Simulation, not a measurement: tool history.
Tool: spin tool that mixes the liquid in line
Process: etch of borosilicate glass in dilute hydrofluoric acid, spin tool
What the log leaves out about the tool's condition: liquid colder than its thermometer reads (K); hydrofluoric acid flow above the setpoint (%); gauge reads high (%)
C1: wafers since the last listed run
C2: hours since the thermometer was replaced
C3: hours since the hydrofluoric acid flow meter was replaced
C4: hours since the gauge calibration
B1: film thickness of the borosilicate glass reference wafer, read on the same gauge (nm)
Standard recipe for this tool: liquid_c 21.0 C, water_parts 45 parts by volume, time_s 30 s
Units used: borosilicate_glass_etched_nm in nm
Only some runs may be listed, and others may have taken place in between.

{"run": 1, "hour": 0.0, "liquid_c": 22.5, "water_parts": 45, "time_s": 30, "C1": 0, "C2": 1837.3, "C3": 1779.0, "C4": 682.6, "B1": 110.01, "borosilicate_glass_etched_nm": 25.76}
{"run": 2, "hour": 33.6, "liquid_c": 22.5, "water_parts": 45, "time_s": 30, "C1": 279, "C2": 1870.9, "C3": 1812.6, "C4": 716.2, "B1": 110.0, "borosilicate_glass_etched_nm": 25.58}
{"run": 3, "hour": 73.9, "liquid_c": 22.5, "water_parts": 45, "time_s": 30, "C1": 334, "C2": 1911.2, "C3": 1852.9, "C4": 756.5, "B1": 109.99, "borosilicate_glass_etched_nm": 25.83}
{"run": 4, "hour": 118.8, "liquid_c": 21.0, "water_parts": 45, "time_s": 30, "C1": 373, "C2": 1956.1, "C3": 1897.8, "C4": 801.4, "B1": 109.99, "borosilicate_glass_etched_nm": 24.26}
{"run": 5, "hour": 158.7, "liquid_c": 21.0, "water_parts": 45, "time_s": 30, "C1": 331, "C2": 1996.0, "C3": 1937.7, "C4": 841.3, "B1": 110.01, "borosilicate_glass_etched_nm": 24.1}
{"run": 6, "hour": 216.0, "liquid_c": 19.5, "water_parts": 45, "time_s": 30, "C1": 476, "C2": 2053.3, "C3": 1995.0, "C4": 898.6, "B1": 109.98, "borosilicate_glass_etched_nm": 22.45}
{"run": 7, "hour": 257.6, "liquid_c": 19.5, "water_parts": 45, "time_s": 30, "C1": 345, "C2": 2094.9, "C3": 2036.6, "C4": 940.2, "B1": 110.02, "borosilicate_glass_etched_nm": 22.46}
{"run": 8, "hour": 315.7, "liquid_c": 19.5, "water_parts": 45, "time_s": 30, "C1": 482, "C2": 2153.0, "C3": 2094.7, "C4": 998.3, "B1": 110.03, "borosilicate_glass_etched_nm": 22.13}
{"run": 9, "hour": 354.5, "liquid_c": 21.0, "water_parts": 45, "time_s": 45, "C1": 322, "C2": 2191.8, "C3": 2133.5, "C4": 1037.1, "B1": 109.99, "borosilicate_glass_etched_nm": 36.38}
{"run": 10, "hour": 408.5, "liquid_c": 21.0, "water_parts": 45, "time_s": 45, "C1": 448, "C2": 2245.8, "C3": 2187.5, "C4": 1091.1, "B1": 109.96, "borosilicate_glass_etched_nm": 35.77}
{"hour": 435.1, "done": "gauge calibrated"}
{"run": 11, "hour": 465.5, "liquid_c": 21.0, "water_parts": 45, "time_s": 30, "C1": 473, "C2": 2302.8, "C3": 2244.5, "C4": 30.4, "B1": 109.98, "borosilicate_glass_etched_nm": 23.87}
{"run": 12, "hour": 491.3, "liquid_c": 21.0, "water_parts": 45, "time_s": 30, "C1": 214, "C2": 2328.6, "C3": 2270.3, "C4": 56.2, "B1": 109.99, "borosilicate_glass_etched_nm": 23.7}
{"run": 13, "hour": 545.2, "liquid_c": 18.0, "water_parts": 45, "time_s": 30, "C1": 448, "C2": 2382.5, "C3": 2324.2, "C4": 110.1, "B1": 109.99, "borosilicate_glass_etched_nm": 20.95}
{"run": 14, "hour": 590.7, "liquid_c": 18.0, "water_parts": 45, "time_s": 30, "C1": 378, "C2": 2428.0, "C3": 2369.7, "C4": 155.6, "B1": 110.01, "borosilicate_glass_etched_nm": 20.72}
{"hour": 635.4, "done": "thermometer replaced"}
{"run": 15, "hour": 660.6, "liquid_c": 21.0, "water_parts": 45, "time_s": 30, "C1": 572, "C2": 25.2, "C3": 2439.6, "C4": 225.5, "B1": 110.0, "borosilicate_glass_etched_nm": 26.06}
{"run": 16, "hour": 723.3, "liquid_c": 17.5, "water_parts": 65, "time_s": 40, "C1": 521, "C2": 87.9, "C3": 2502.3, "C4": 288.2, "B1": 110.01, "borosilicate_glass_etched_nm": 20.61}
{"run": 17, "hour": 752.1, "liquid_c": 21.0, "water_parts": 45, "time_s": 30, "C1": 239, "C2": 116.7, "C3": 2531.1, "C4": 317.0, "B1": 110.02, "borosilicate_glass_etched_nm": 26.56}
{"run": 18, "hour": 780.8, "liquid_c": 21.0, "water_parts": 30, "time_s": 35, "C1": 238, "C2": 145.4, "C3": 2559.8, "C4": 345.7, "B1": 109.99, "borosilicate_glass_etched_nm": 47.13}

For run 19, what comes out?
{"run": 19, "hour": 821.5, "liquid_c": 22.5, "water_parts": 40, "time_s": 30, "C1": 338, "C2": 186.1, "C3": 2600.5, "C4": 386.4, "B1": "?", "borosilicate_glass_etched_nm": "?"}

Logged for run 19: B1 109.99, borosilicate_glass_etched_nm 31.70 nm.
Take away the tool's hidden state, keep the run-to-run variation as it was, and the same run would have given borosilicate_glass_etched_nm 32.11 nm.
